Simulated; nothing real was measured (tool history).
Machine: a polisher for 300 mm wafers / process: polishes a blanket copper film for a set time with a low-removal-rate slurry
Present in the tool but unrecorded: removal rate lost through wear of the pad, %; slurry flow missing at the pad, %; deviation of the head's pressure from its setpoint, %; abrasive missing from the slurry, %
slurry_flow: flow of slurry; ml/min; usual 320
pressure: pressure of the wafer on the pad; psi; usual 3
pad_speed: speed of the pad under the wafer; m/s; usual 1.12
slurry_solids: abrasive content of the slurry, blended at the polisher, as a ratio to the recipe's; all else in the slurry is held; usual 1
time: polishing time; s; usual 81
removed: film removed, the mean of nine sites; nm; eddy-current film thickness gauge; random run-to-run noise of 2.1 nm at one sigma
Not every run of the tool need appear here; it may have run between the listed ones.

| run | hour | slurry_flow | pressure | pad_speed | slurry_solids | time | wafers since the last listed run | wafers polished on this pad | hours since the slurry nozzle was cleaned | hours since the head pressure was calibrated | hours since the slurry blender was calibrated | incoming thickness of the incoming film, nm | removed |
|---|---|---|---|---|---|---|---|---|---|---|---|---|---|
| 1 | 0 | 320 | 3 | 1.02 | 1 | 81 | 0 | 1421 | 21 | 868.5 | 27.4 | 1220 | 301.2 |
| 2 | 34 | 320 | 3 | 1.02 | 1 | 81 | 384 | 1806 | 55 | 902.5 | 61.4 | 1197.6 | 299.8 |
| 3 | 56.5 | 320 | 3 | 1.12 | 1 | 81 | 254 | 2060 | 77.5 | 925 | 83.9 | 1205.5 | 329.5 |
|  | 65.5 | worn pad replaced by a new one |
| 4 | 83.4 | 320 | 3 | 1.12 | 1 | 81 | 259 | 202 | 104.4 | 951.9 | 110.8 | 1193.7 | 331.7 |
| 5 | 118.8 | 320 | 3 | 1.12 | 0.85 | 97 | 400 | 603 | 139.8 | 987.3 | 146.2 | 1201.9 | 383.7 |
| 6 | 131.7 | 320 | 3 | 1.12 | 1 | 81 | 145 | 749 | 152.7 | 1000.2 | 159.1 | 1193.3 | 328.3 |
| 7 | 151.1 | 320 | 3 | 1.12 | 1 | 81 | 219 | 968 | 172.1 | 1019.6 | 178.5 | 1202.2 | 328.3 |
| 8 | 163.9 | 320 | 3 | 1.12 | 1 | 81 | 144 | 1113 | 184.9 | 1032.4 | 191.3 | 1201.9 | 330.5 |
|  | 194.1 | slurry blender recalibrated |
| 9 | 198.2 | 320 | 3 | 1.12 | 1 | 81 | 365 | 1479 | 219.2 | 1066.7 | 4.1 | 1204.9 | 327.8 |
|  | 251.8 | worn pad replaced by a new one |
| 10 | 255.1 | 320 | 3 | 1.12 | 1 | 81 | 598 | 37 | 276.1 | 1123.6 | 61 | 1207.7 | 327.3 |
| 11 | 276.6 | 320 | 3 | 1.12 | 1 | 81 | 243 | 281 | 297.6 | 1145.1 | 82.5 | 1212.3 | 326.4 |
| 12 | 303.2 | 320 | 3 | 1.12 | 1 | 81 | 301 | 582 | 324.2 | 1171.7 | 109.1 | 1201.1 | 328.6 |
| 13 | 317.3 | 285 | 3 | 1.44 | 1 | 81 | 159 | 741 | 338.3 | 1185.8 | 123.2 | 1204.9 | 416.9 |
| 14 | 335.9 | 290 | 3 | 1.12 | 0.9 | 71 | 210 | 952 | 356.9 | 1204.4 | 141.8 | 1181.6 | 282.3 |
|  | 386.5 | slurry blender recalibrated |
|  | 423.2 | worn pad replaced by a new one |
| 15 | 423.7 | 415 | 3 | 1.12 | 1 | 81 | 925 | 5 | 444.7 | 1292.2 | 37.2 | 1196.7 | 336.7 |
| 16 | 450.2 | 285 | 3 | 1.12 | 1 | 107 | 299 | 305 | 471.2 | 1318.7 | 63.7 | 1183.6 | 432 |
| 17 | 472.7 | 320 | 3 | 0.98 | 1.2 | 81 | 254 | 560 | 493.7 | 1341.2 | 86.2 | 1207 | 296.9 |
| 18 | 501.5 | 320 | 3 | 1.12 | 1 | 81 | 325 | 886 | 522.5 | 1370 | 115 | 1214.2 | 328.1 |
|  | 509 | head pressure recalibrated |
| 19 | 526.4 | 320 | 3 | 1.24 | 1 | 96 | 259 | 1145 | 547.4 | 17.4 | 139.9 | 1176.4 | 427.3 |
|  | 538 | slurry nozzle cleaned |
| 20 | 550.7 | 250 | 3 | 0.94 | 1.25 | 66 | 263 | 1408 | 12.7 | 41.7 | 164.2 | 1205.8 | 229.9 |
| 21 | 577.7 | 320 | 3 | 1.12 | 1 | 81 | 305 | 1714 | 39.7 | 68.7 | 191.2 | 1204.9 | 328.9 |
| 22 | 590.8 | 260 | 3 | 0.88 | 1.25 | 81 | 148 | 1862 | 52.8 | 81.8 | 204.3 | 1216.1 | 263.6 |
|  | 600.1 | slurry blender recalibrated |
| 23 | 607.5 | 225 | 3 | 1.12 | 1 | 81 | 166 | 2029 | 69.5 | 98.5 | 7.4 | 1212.2 | 314.8 |
|  | 628.2 | worn pad replaced by a new one |
| 24 | 633.4 | 320 | 3.3 | 1.12 | 1 | 94 | 247 | 58 | 95.4 | 124.4 | 33.3 | 1192.7 | 421.9 |
| 25 | 648.5 | 320 | 3 | 1.12 | 1 | 81 | 170 | 229 | 110.5 | 139.5 | 48.4 | 1213.4 | 327.2 |
| 26 | 667 | 320 | 3 | 1.12 | 0.9 | 81 | 209 | 438 | 129 | 158 | 66.9 | 1194.8 | 324.3 |
| 27 | 688.5 | 320 | 3.8 | 1.28 | 1 | 81 | 243 | 682 | 150.5 | 179.5 | 88.4 | 1212.4 | 478.4 |
| 28 | 708.2 | 320 | 3.8 | 1.12 | 1 | 81 | 222 | 905 | 170.2 | 199.2 | 108.1 | 1211.8 | 416.9 |
| 29 | 725.7 | 395 | 2 | 1.12 | 0.75 | 66 | 198 | 1103 | 187.7 | 216.7 | 125.6 | 1221.6 | 174.4 |
| 30 | 741.6 | 320 | 3 | 1.12 | 1.3 | 81 | 179 | 1283 | 203.6 | 232.6 | 141.5 | 1198.9 | 340.8 |

What was the tool's hidden state at every run in the log?
removal rate lost through wear of the pad, %: 0, the same for each run
slurry flow missing at the pad, %: 0, the same for each run
deviation of the head's pressure from its setpoint, %: 0, the same for each run
abrasive missing from the slurry, %: 0, the same for each run
